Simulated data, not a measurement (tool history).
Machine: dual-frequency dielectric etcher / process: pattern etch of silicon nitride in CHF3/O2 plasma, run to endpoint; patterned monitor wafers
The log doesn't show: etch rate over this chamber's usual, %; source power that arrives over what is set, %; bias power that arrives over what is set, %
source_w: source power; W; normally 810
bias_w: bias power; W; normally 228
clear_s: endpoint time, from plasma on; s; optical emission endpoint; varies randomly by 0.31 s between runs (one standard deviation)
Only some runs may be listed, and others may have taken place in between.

run   hour  source_w  bias_w  wafers since the last listed run  hours since the last wet clean  hours since the last source power generator calibration  hours since the last bias power generator calibration  hours since the last upper electrode change  incoming incoming film thickness, nm  clear_s
  1      0       810     255                                 0                           229.7                                                   1909.4                                                 1552.3                                       4605.3                                  71.7     34.6
  2   12.3       810     255                               131                             242                                                   1921.7                                                 1564.6                                       4617.6                                  71.5     34.7
  3   23.5       810     241                               119                           253.2                                                   1932.9                                                 1575.8                                       4628.8                                  71.1     35.1
  4   41.1       810     241                               187                           270.8                                                   1950.5                                                 1593.4                                       4646.4                                  71.8     35.8
  5   53.3       700     228                               129                             283                                                   1962.7                                                 1605.6                                       4658.6                                  71.6     37.7
  6   70.7       700     228                               185                           300.4                                                   1980.1                                                   1623                                         4676                                  72.1     37.9
  7  120.1       810     256                               526                           349.8                                                   2029.5                                                 1672.4                                       4725.4                                  71.9     34.7
     132.1  -- source power generator calibrated
     151.9  -- upper electrode replaced
  8  161.6       810     256                               188                           391.3                                                     29.5                                                 1713.9                                          9.7                                  72.1     34.9
  9  178.3       680     191                               177                             408                                                     46.2                                                 1730.6                                         26.4                                  71.8     41.2
 10  189.5       660     228                               119                           419.2                                                     57.4                                                 1741.8                                         37.6                                  72.3     38.4
 11  204.1       660     228                               155                           433.8                                                       72                                                 1756.4                                         52.2                                  72.1     38.4
 12  210.6       910     189                                69                           440.3                                                     78.5                                                 1762.9                                         58.7                                  71.2     38.2
 13  221.2       940     252                               112                           450.9                                                     89.1                                                 1773.5                                         69.3                                  71.8     33.5
 14  237.8       980     266                               176                           467.5                                                    105.7                                                 1790.1                                         85.9                                    72     32.4
 15  244.2       810     262                                68                           473.9                                                    112.1                                                 1796.5                                         92.3                                  71.7       34
 16  252.8       810     246                                91                           482.5                                                    120.7                                                 1805.1                                        100.9                                  71.5     34.3
 17  281.7       930     228                               307                           511.4                                                    149.6                                                   1834                                        129.8                                  72.3     35.2
 18  296.6       810     192                               158                           526.3                                                    164.5                                                 1848.9                                        144.7                                  72.4     39.2
       318  -- bias power generator calibrated
     329.1  -- wet clean of the chamber
 19  329.6       660     228                               190                             0.5                                                    197.5                                                   11.6                                        177.7                                  71.7     38.9
 20  329.9       670     228                                 3                             0.8                                                    197.8                                                   11.9                                          178                                  71.7     39.4
 21  337.8       810     228                                84                             8.7                                                    205.7                                                   19.8                                        185.9                                  71.7     38.2
 22    354       810     194                               172                            24.9                                                    221.9                                                     36                                        202.1                                  71.6     40.3
 23  366.3       610     285                               131                            37.2                                                    234.2                                                   48.3                                        214.4                                  71.7     35.6
 24  378.9       910     189                               134                            49.8                                                    246.8                                                   60.9                                          227                                  71.3     39.9
 25    389       740     213                               107                            59.9                                                    256.9                                                     71                                        237.1                                  71.7     39.2
 26  401.8       880     213                               136                            72.7                                                    269.7                                                   83.8                                        249.9                                    72     38.1
 27  416.5       650     228                               156                            87.4                                                    284.4                                                   98.5                                        264.6                                  71.3     38.9
 28  424.4       940     189                                84                            95.3                                                    292.3                                                  106.4                                        272.5                                  71.8       39
 29  436.5       880     213                               128                           107.4                                                    304.4                                                  118.5                                        284.6                                  71.5     37.7
 30  448.1       990     228                               123                             119                                                      316                                                  130.1                                        296.2                                  71.8     35.3
 31  459.6       810     228                               122                           130.5                                                    327.5                                                  141.6                                        307.7                                  72.2     37.9
 32  473.2       940     194                               144                           144.1                                                    341.1                                                  155.2                                        321.3                                  71.9     38.7
 33  488.7       970     245                               165                           159.6                                                    356.6                                                  170.7                                        336.8                                  71.6       34
 34  533.1       670     275                               473                             204                                                      401                                                  215.1                                        381.2                                    72     35.3

Exercise: give the hidden state of the tool at every run:
source power that arrives over what is set, %: 0, the same for each run
bias power that arrives over what is set, %: 0, the same for each run
H1: etch rate over this chamber's usual, %
run       H1
  1      2.1
  2      2.2
  3     2.29
  4     2.42
  5     2.52
  6     2.65
  7     3.04
  8     3.36
  9     3.49
 10     3.58
 11     3.69
 12     3.74
 13     3.83
 14     3.96
 15     4.01
 16     4.07
 17      4.3
 18     4.41
 19   -0.259
 20   -0.257
 21   -0.195
 22  -0.0692
 23   0.0266
 24    0.125
 25    0.203
 26    0.303
 27    0.417
 28    0.479
 29    0.573
 30    0.664
 31    0.753
 32    0.859
 33     0.98
 34     1.33
